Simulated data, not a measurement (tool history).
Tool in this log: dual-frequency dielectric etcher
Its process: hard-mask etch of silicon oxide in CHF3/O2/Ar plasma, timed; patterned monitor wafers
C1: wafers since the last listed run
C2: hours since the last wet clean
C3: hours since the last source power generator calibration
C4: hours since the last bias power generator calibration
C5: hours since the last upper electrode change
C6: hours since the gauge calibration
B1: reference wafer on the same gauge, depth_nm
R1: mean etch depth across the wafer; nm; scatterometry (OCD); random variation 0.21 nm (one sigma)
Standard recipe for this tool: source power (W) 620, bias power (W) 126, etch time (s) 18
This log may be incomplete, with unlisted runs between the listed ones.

Run 1, hour 0: usual settings but source power (W) 730; C1 0; C2 206.9; C3 3869.3; C4 4376; C5 2846; C6 94.2; B1 42.08. Result: R1 38.3 nm.
Run 2, hour 19.1: usual settings but source power (W) 730; C1 220; C2 226; C3 3888.4; C4 4395.1; C5 2865.1; C6 113.3; B1 42.08. Result: R1 38.02 nm.
Run 3, hour 33.1: usual settings but source power (W) 540, bias power (W) 102; C1 161; C2 240; C3 3902.4; C4 4409.1; C5 2879.1; C6 127.3; B1 42.2. Result: R1 30.67 nm.
Run 4, hour 63.4: usual settings but source power (W) 540, bias power (W) 102; C1 350; C2 270.3; C3 3932.7; C4 4439.4; C5 2909.4; C6 157.6; B1 42.07. Result: R1 30.53 nm.
Run 5, hour 78.7: usual settings but source power (W) 540, bias power (W) 102; C1 176; C2 285.6; C3 3948; C4 4454.7; C5 2924.7; C6 172.9; B1 42.05. Result: R1 30.73 nm.
Run 6, hour 102.9: usual settings but etch time (s) 21.5; C1 279; C2 309.8; C3 3972.2; C4 4478.9; C5 2948.9; C6 197.1; B1 42.02. Result: R1 42.3 nm.
At hour 148.2: wet clean of the chamber.
Run 7, hour 148.7: usual settings but etch time (s) 21.5; C1 252; C2 0.5; C3 4018; C4 4524.7; C5 2994.7; C6 242.9; B1 42.14. Result: R1 44.29 nm.
Run 8, hour 149: usual settings but etch time (s) 21.5; C1 3; C2 0.8; C3 4018.3; C4 4525; C5 2995; C6 243.2; B1 42.08. Result: R1 43.94 nm.
Run 9, hour 171.2: usual settings; C1 256; C2 23; C3 4040.5; C4 4547.2; C5 3017.2; C6 265.4; B1 42.19. Result: R1 36.7 nm.
At hour 279.4: upper electrode replaced.
Run 10, hour 279.9: usual settings; C1 979; C2 131.7; C3 4149.2; C4 4655.9; C5 0.5; C6 374.1; B1 42.14. Result: R1 36.59 nm.
Run 11, hour 317.6: usual settings; C1 435; C2 169.4; C3 4186.9; C4 4693.6; C5 38.2; C6 411.8; B1 42.06. Result: R1 36.16 nm.
Run 12, hour 344.8: usual settings; C1 314; C2 196.6; C3 4214.1; C4 4720.8; C5 65.4; C6 439; B1 42.1. Result: R1 35.56 nm.
At hour 386.4: source power generator calibrated.
At hour 392.7: gauge calibrated.
At hour 402.7: bias power generator calibrated.
Run 13, hour 449: usual settings but bias power (W) 113; C1 1112; C2 300.8; C3 62.6; C4 46.3; C5 169.6; C6 56.3; B1 41.97. Result: R1 33.71 nm.
Run 14, hour 462.4: usual settings but source power (W) 740, bias power (W) 103, etch time (s) 21; C1 154; C2 314.2; C3 76; C4 59.7; C5 183; C6 69.7; B1 41.96. Result: R1 40.28 nm.
Run 15, hour 487.4: usual settings; C1 289; C2 339.2; C3 101; C4 84.7; C5 208; C6 94.7; B1 42.1. Result: R1 35.24 nm.
Run 16, hour 515.9: usual settings but bias power (W) 106, etch time (s) 13; C1 329; C2 367.7; C3 129.5; C4 113.2; C5 236.5; C6 123.2; B1 42.07. Result: R1 23.19 nm.
At hour 553.7: wet clean of the chamber.
Run 17, hour 554.2: usual settings; C1 165; C2 0.5; C3 167.8; C4 151.5; C5 274.8; C6 161.5; B1 42.1. Result: R1 36.33 nm.
Run 18, hour 561.5: usual settings; C1 84; C2 7.8; C3 175.1; C4 158.8; C5 282.1; C6 168.8; B1 42.11. Result: R1 36.6 nm.
Run 19, hour 594.4: usual settings; C1 380; C2 40.7; C3 208; C4 191.7; C5 315; C6 201.7; B1 42.09. Result: R1 36.01 nm.
Run 20, hour 649.5: usual settings but etch time (s) 15; C1 637; C2 95.8; C3 263.1; C4 246.8; C5 370.1; C6 256.8; B1 42.15. Result: R1 29.88 nm.
Run 21, hour 668.4: usual settings but bias power (W) 157, etch time (s) 14; C1 218; C2 114.7; C3 282; C4 265.7; C5 389; C6 275.7; B1 42.14. Result: R1 30.89 nm.
Run 22, hour 703: usual settings but bias power (W) 108; C1 400; C2 149.3; C3 316.6; C4 300.3; C5 423.6; C6 310.3; B1 42.13. Result: R1 33.49 nm.
Run 23, hour 726.8: usual settings but source power (W) 460, bias power (W) 140; C1 275; C2 173.1; C3 340.4; C4 324.1; C5 447.4; C6 334.1; B1 42.16. Result: R1 34.05 nm.
Run 24, hour 751.7: usual settings but source power (W) 700, bias power (W) 104; C1 287; C2 198; C3 365.3; C4 349; C5 472.3; C6 359; B1 42.08. Result: R1 34.14 nm.

Predict each of these 5 candidate next runs independently; none follows another, all start after run 24:
Run A, hour 752.1: usual settings; C1 4; C2 198.4; C3 365.7; C4 349.4; C5 472.7; C6 359.4; B1 ?. Result: R1 ?.
Run B, hour 752.1: usual settings but etch time (s) 13.5; C1 4; C2 198.4; C3 365.7; C4 349.4; C5 472.7; C6 359.4; B1 ?. Result: R1 ?.
Run C, hour 752.1: usual settings but bias power (W) 94, etch time (s) 20; C1 4; C2 198.4; C3 365.7; C4 349.4; C5 472.7; C6 359.4; B1 ?. Result: R1 ?.
Run D, hour 752.1: usual settings but bias power (W) 140, etch time (s) 23.5; C1 4; C2 198.4; C3 365.7; C4 349.4; C5 472.7; C6 359.4; B1 ?. Result: R1 ?.
Run E, hour 752.1: usual settings but source power (W) 750, etch time (s) 14.5; C1 4; C2 198.4; C3 365.7; C4 349.4; C5 472.7; C6 359.4; B1 ?. Result: R1 ?.

run     B1     R1
  A  42.07  35.85
  B  42.07  26.89
  C  42.07  34.65
  D  42.07  49.14
  E  42.07  30.93
Had the tool no hidden state, the same runs would have come out as:
run     R1
  A  36.82
  B  27.62
  C  35.59
  D  50.47
  E  31.77
